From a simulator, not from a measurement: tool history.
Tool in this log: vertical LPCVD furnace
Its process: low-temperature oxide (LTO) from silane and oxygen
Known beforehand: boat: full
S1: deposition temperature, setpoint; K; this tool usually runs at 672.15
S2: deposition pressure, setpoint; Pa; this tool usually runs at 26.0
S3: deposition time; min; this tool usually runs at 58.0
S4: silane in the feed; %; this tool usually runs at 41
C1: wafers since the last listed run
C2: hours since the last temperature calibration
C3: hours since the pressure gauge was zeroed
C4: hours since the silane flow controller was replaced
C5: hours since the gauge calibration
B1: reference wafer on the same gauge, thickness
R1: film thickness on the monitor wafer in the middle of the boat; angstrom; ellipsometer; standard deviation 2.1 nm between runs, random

run    hour      S1    S2    S3  S4    C1      C2      C3      C4      C5      B1      R1
  1     0.0  672.15  26.0  69.0  41     0  1919.6  2195.9  3458.7   204.6  505.99  6366.9
  2    95.9  672.15  26.0  69.0  41   772  2015.5  2291.8  3554.6   300.5  505.97  6367.7
  3   185.8  672.15  26.0  58.0  41   724  2105.4  2381.7  3644.5   390.4  505.72  5373.1
  4   268.4  672.15  26.0  58.0  41   665  2188.0  2464.3  3727.1   473.0  505.78  5369.2
  5   362.6  672.15  26.0  58.0  41   759  2282.2  2558.5  3821.3   567.2  505.81  5394.4
  6   430.4  672.15  29.3  68.5  41   546  2350.0  2626.3  3889.1   635.0  505.96  7144.9
  7   469.8  672.15  29.3  68.5  41   317  2389.4  2665.7  3928.5   674.4  506.03  7192.3
  8   521.7  672.15  26.0  58.0  41   418  2441.3  2717.6  3980.4   726.3  506.01  5421.1
  9   584.1  672.15  26.0  58.0  41   502  2503.7  2780.0  4042.8   788.7  505.76  5399.5
 10   685.0  667.15  26.0  42.5  41   813  2604.6  2880.9  4143.7   889.6  506.36  3751.0
 11   724.8  667.15  26.0  42.5  41   320  2644.4  2920.7  4183.5   929.4  506.30  3800.3
 12   777.7  667.15  26.0  42.5  41   426  2697.3  2973.6  4236.4   982.3  506.19  3794.5
 13   920.4  664.15  26.0  58.0  41  1149  2840.0  3116.3  4379.1  1125.0  505.91  5010.1
 14   966.9  672.15  26.0  58.0  41   374  2886.5  3162.8  4425.6  1171.5  506.15  5511.8
 15  1016.8  672.15  26.0  58.0  41   402  2936.4  3212.7  4475.5  1221.4  505.99  5505.2
     1060.1  -- thermocouples replaced and temperature profile calibrated
 16  1060.6  672.15  26.0  58.0  41   159     0.5  3256.5  4519.3  1265.2  506.05  5331.8
 17  1139.6  679.15  20.7  58.0  44   636    79.5  3335.5  4598.3  1344.2  505.60  4954.6
 18  1194.4  680.15  22.0  58.0  49   441   134.3  3390.3  4653.1  1399.0  505.98  5925.6
 19  1255.7  682.15  26.0  75.0  36   493   195.6  3451.6  4714.4  1460.3  505.90  6518.4
     1257.9  -- gauge calibrated
     1305.1  -- silane flow controller replaced
 20  1510.1  680.15  22.0  58.0  49  1856   450.0  3706.0   205.0   252.2  506.10  5957.3
 21  1584.8  672.15  26.0  58.0  41   601   524.7  3780.7   279.7   326.9  506.05  5342.0
     1635.6  -- pressure gauge zeroed
 22  1639.2  668.15  26.0  58.0  45   244   579.1     3.6   334.1   381.3  505.89  5522.6
 23  1678.7  678.15  26.0  58.0  37   318   618.6    43.1   373.6   420.8  505.64  4949.9
 24  1733.9  660.15  22.0  58.0  44   444   673.8    98.3   428.8   476.0  505.76  4189.6
 25  1817.6  672.15  26.0  48.5  46   674   757.5   182.0   512.5   559.7  505.98  4975.9
 26  1878.1  679.15  22.0  78.0  41   487   818.0   242.5   573.0   620.2  505.89  6411.7
 27  1930.4  672.15  24.0  58.0  39   421   870.3   294.8   625.3   672.5  506.25  4555.1
 28  2236.3  660.15  28.7  58.0  44  2465  1176.2   600.7   931.2   978.4  506.12  5543.1
 29  2530.6  672.15  26.0  58.0  41  2371  1470.5   895.0  1225.5  1272.7  505.75  5281.8
 30  2699.9  664.15  31.3  58.0  39  1364  1639.8  1064.3  1394.8  1442.0  505.57  5480.7

How would selected steps in R1 from run to run divide? Give the signed amount a tool lacking its hidden state would still show from settings, what came in and random variation, and the signed amount left for the hidden state, including any gauge scatter that is not in both of the compared results.
The tool's hidden condition here consists of: true tube temperature minus thermocouple reading, K; true pressure minus gauge reading, mTorr; deviation of the silane flow from its setpoint, %; gauge reads high (%).
Run 5 -> 6: S2 26.0 -> 29.3, S3 58.0 -> 68.5. R1 +1750.5 angstrom: hidden state +77.6, all else +1672.9.
Run 7 -> 8: S2 29.3 -> 26.0, S3 68.5 -> 58.0. R1 -1771.2 angstrom: hidden state -61.5, all else -1709.7.
Run 12 -> 13: S1 667.15 -> 664.15, S3 42.5 -> 58.0. R1 +1215.6 angstrom: hidden state +98.4, all else +1117.2.
Run 15 -> 16: thermocouples replaced and temperature profile calibrated. R1 -173.4 angstrom: hidden state -197.2, all else +23.8.
Run 21 -> 22: S1 672.15 -> 668.15, S4 41 -> 45, pressure gauge zeroed. R1 +180.6 angstrom: hidden state -149.5, all else +330.1.
Run 26 -> 27: S1 679.15 -> 672.15, S2 22.0 -> 24.0, S3 78.0 -> 58.0, S4 41 -> 39. R1 -1856.6 angstrom: hidden state -31.8, all else -1824.8.

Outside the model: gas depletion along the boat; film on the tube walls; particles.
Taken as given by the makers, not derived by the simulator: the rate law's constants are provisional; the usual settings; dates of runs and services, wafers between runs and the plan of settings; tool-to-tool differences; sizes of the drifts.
